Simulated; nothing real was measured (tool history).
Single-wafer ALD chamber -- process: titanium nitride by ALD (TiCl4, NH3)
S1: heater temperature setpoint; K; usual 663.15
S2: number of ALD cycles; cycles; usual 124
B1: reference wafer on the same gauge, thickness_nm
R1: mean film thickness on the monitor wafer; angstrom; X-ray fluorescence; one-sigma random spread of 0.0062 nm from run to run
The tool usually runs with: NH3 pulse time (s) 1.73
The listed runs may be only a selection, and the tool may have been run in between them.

run 1 hour=0.0 | S1=663.15 S2=124 NH3_pulse_time_(s)=2.23 | B1=3.116 | R1=27.88
run 2 hour=41.2 | S1=663.15 S2=124 NH3_pulse_time_(s)=2.23 | B1=3.111 | R1=27.81
run 3 hour=78.5 | S1=663.15 S2=124 NH3_pulse_time_(s)=2.23 | B1=3.109 | R1=27.78
run 4 hour=140.9 | S1=663.15 S2=124 NH3_pulse_time_(s)=1.73 | B1=3.108 | R1=27.43
run 5 hour=177.6 | S1=663.15 S2=143 NH3_pulse_time_(s)=2.03 | B1=3.105 | R1=31.90
run 6 hour=210.2 | S1=663.15 S2=124 NH3_pulse_time_(s)=1.73 | B1=3.103 | R1=27.40
run 7 hour=253.3 | S1=663.15 S2=124 NH3_pulse_time_(s)=1.73 | B1=3.097 | R1=27.33
run 8 hour=386.7 | S1=663.15 S2=124 NH3_pulse_time_(s)=1.73 | B1=3.091 | R1=27.28
run 9 hour=443.3 | S1=663.15 S2=124 NH3_pulse_time_(s)=1.73 | B1=3.081 | R1=27.22
run 10 hour=471.8 | S1=663.15 S2=124 NH3_pulse_time_(s)=2.01 | B1=3.081 | R1=27.39
-- hour=481.7 thermocouple changed; heater temperature recalibrated
-- hour=520.4 gauge calibrated
run 11 hour=529.0 | S1=663.15 S2=124 NH3_pulse_time_(s)=1.73 | B1=3.142 | R1=27.68
run 12 hour=572.4 | S1=663.15 S2=124 NH3_pulse_time_(s)=2.23 | B1=3.138 | R1=28.11
run 13 hour=620.3 | S1=663.15 S2=124 NH3_pulse_time_(s)=2.27 | B1=3.136 | R1=28.00
-- hour=664.7 showerhead replaced
run 14 hour=672.8 | S1=655.15 S2=124 NH3_pulse_time_(s)=1.73 | B1=3.132 | R1=27.45
run 15 hour=711.7 | S1=652.15 S2=124 NH3_pulse_time_(s)=1.12 | B1=3.130 | R1=26.47
run 16 hour=748.9 | S1=668.15 S2=117 NH3_pulse_time_(s)=2.14 | B1=3.129 | R1=26.49
run 17 hour=794.2 | S1=663.15 S2=113 NH3_pulse_time_(s)=1.37 | B1=3.122 | R1=24.85
run 18 hour=831.6 | S1=663.15 S2=124 NH3_pulse_time_(s)=1.73 | B1=3.118 | R1=27.47
run 19 hour=869.9 | S1=656.15 S2=100 NH3_pulse_time_(s)=1.73 | B1=3.115 | R1=21.99
run 20 hour=939.2 | S1=658.15 S2=148 NH3_pulse_time_(s)=2.10 | B1=3.111 | R1=33.02
run 21 hour=967.0 | S1=663.15 S2=131 NH3_pulse_time_(s)=1.73 | B1=3.108 | R1=29.09

For some of the steps in R1 from one run to the next: how much would appear even if the tool had no hidden state, given the settings, what came in and random variation, and how much remains for the hidden state plus any gauge scatter that the measured result and the result without hidden state don't share?
Unlogged tool condition in this case: wafer temperature above the value expected at the setpoint (K); gauge reads high (%).
Run 10 -> 11: NH3 pulse time (s) 2.01 -> 1.73, thermocouple changed; heater temperature recalibrated, gauge calibrated. R1 +0.29 angstrom: hidden state +0.52, all else -0.23.
Run 18 -> 19: S1 663.15 -> 656.15, S2 124 -> 100. R1 -5.48 angstrom: hidden state +0.03, all else -5.51.
Run 19 -> 20: S1 656.15 -> 658.15, S2 100 -> 148, NH3 pulse time (s) 1.73 -> 2.10. R1 +11.03 angstrom: hidden state -0.17, all else +11.20.
